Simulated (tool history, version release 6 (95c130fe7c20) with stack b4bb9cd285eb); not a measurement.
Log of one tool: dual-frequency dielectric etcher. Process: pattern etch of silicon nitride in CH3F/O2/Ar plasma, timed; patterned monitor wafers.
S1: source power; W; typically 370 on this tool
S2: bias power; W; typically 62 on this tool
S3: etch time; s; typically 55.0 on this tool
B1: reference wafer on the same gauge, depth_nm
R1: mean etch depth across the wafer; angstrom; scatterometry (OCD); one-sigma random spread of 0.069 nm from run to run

{"run": 1, "day": 0.0, "S1": 370, "S2": 62, "S3": 55.0, "B1": 31.79, "R1": 356.7}
{"run": 2, "day": 1.438, "S1": 370, "S2": 62, "S3": 55.0, "B1": 31.81, "R1": 358.4}
{"run": 3, "day": 2.712, "S1": 370, "S2": 62, "S3": 55.0, "B1": 31.81, "R1": 356.8}
{"run": 4, "day": 3.412, "S1": 370, "S2": 62, "S3": 55.0, "B1": 31.83, "R1": 357.9}
{"run": 5, "day": 4.308, "S1": 370, "S2": 62, "S3": 55.0, "B1": 31.81, "R1": 357.7}
{"day": 5.688, "done": "upper electrode replaced"}
{"run": 6, "day": 5.708, "S1": 370, "S2": 62, "S3": 55.0, "B1": 31.8, "R1": 358.4}
{"run": 7, "day": 5.725, "S1": 370, "S2": 62, "S3": 55.0, "B1": 31.8, "R1": 356.9}
{"run": 8, "day": 6.479, "S1": 370, "S2": 62, "S3": 44.0, "B1": 31.82, "R1": 286.0}
{"run": 9, "day": 7.721, "S1": 370, "S2": 62, "S3": 44.0, "B1": 31.84, "R1": 285.7}
{"run": 10, "day": 8.833, "S1": 370, "S2": 57, "S3": 55.0, "B1": 31.79, "R1": 345.6}
{"run": 11, "day": 9.55, "S1": 370, "S2": 57, "S3": 55.0, "B1": 31.8, "R1": 346.8}
{"day": 9.833, "done": "gauge calibrated"}
{"run": 12, "day": 10.408, "S1": 390, "S2": 68, "S3": 47.0, "B1": 31.82, "R1": 326.8}
{"run": 13, "day": 10.996, "S1": 430, "S2": 76, "S3": 67.0, "B1": 31.8, "R1": 508.2}
{"run": 14, "day": 11.771, "S1": 370, "S2": 62, "S3": 55.0, "B1": 31.82, "R1": 359.2}
{"day": 12.512, "done": "bias power generator calibrated"}
{"run": 15, "day": 12.929, "S1": 340, "S2": 53, "S3": 50.0, "B1": 31.81, "R1": 289.3}
{"day": 13.408, "done": "source power generator calibrated"}
{"run": 16, "day": 13.808, "S1": 370, "S2": 62, "S3": 55.0, "B1": 31.78, "R1": 351.7}
{"day": 15.4, "done": "wet clean of the chamber"}
{"run": 17, "day": 15.421, "S1": 430, "S2": 78, "S3": 48.5, "B1": 31.8, "R1": 359.3}
{"run": 18, "day": 16.625, "S1": 370, "S2": 70, "S3": 70.0, "B1": 31.78, "R1": 465.1}
{"run": 19, "day": 17.3, "S1": 440, "S2": 51, "S3": 42.0, "B1": 31.79, "R1": 267.9}
{"run": 20, "day": 18.571, "S1": 370, "S2": 62, "S3": 55.0, "B1": 31.8, "R1": 348.0}
{"run": 21, "day": 19.446, "S1": 330, "S2": 47, "S3": 44.5, "B1": 31.82, "R1": 240.6}
{"run": 22, "day": 20.738, "S1": 460, "S2": 62, "S3": 55.0, "B1": 31.82, "R1": 385.0}
{"run": 23, "day": 22.142, "S1": 280, "S2": 62, "S3": 55.0, "B1": 31.8, "R1": 307.9}
{"run": 24, "day": 23.238, "S1": 420, "S2": 62, "S3": 46.0, "B1": 31.8, "R1": 310.5}
{"run": 25, "day": 24.492, "S1": 370, "S2": 74, "S3": 55.0, "B1": 31.8, "R1": 376.6}
{"run": 26, "day": 25.704, "S1": 320, "S2": 62, "S3": 66.5, "B1": 31.81, "R1": 396.5}
{"run": 27, "day": 26.279, "S1": 410, "S2": 70, "S3": 49.5, "B1": 31.79, "R1": 347.5}
{"day": 27.146, "done": "gauge calibrated"}
{"run": 28, "day": 27.183, "S1": 370, "S2": 70, "S3": 55.0, "B1": 31.79, "R1": 367.5}
{"run": 29, "day": 28.288, "S1": 450, "S2": 47, "S3": 61.0, "B1": 31.8, "R1": 383.6}

5 ways to go on from here, each from the tool as it stands after run 29. What would each give?
{"run": "A", "day": 28.304, "S1": 370, "S2": 75, "S3": 55.0, "B1": "?", "R1": "?"}
{"run": "B", "day": 28.304, "S1": 370, "S2": 55, "S3": 44.0, "B1": "?", "R1": "?"}
{"run": "C", "day": 28.304, "S1": 370, "S2": 75, "S3": 43.5, "B1": "?", "R1": "?"}
{"run": "D", "day": 28.304, "S1": 290, "S2": 62, "S3": 55.0, "B1": "?", "R1": "?"}
{"run": "E", "day": 28.304, "S1": 410, "S2": 62, "S3": 55.0, "B1": "?", "R1": "?"}

run=A B1=31.81 R1=379.7
run=B B1=31.81 R1=268.6
run=C B1=31.81 R1=300.3
run=D B1=31.81 R1=314.2
run=E B1=31.81 R1=368.7
Stripped of hidden state, with their random variation kept, the same runs would have yielded:
run=A R1=373.2
run=B R1=264.2
run=C R1=295.1
run=D R1=308.8
run=E R1=362.6
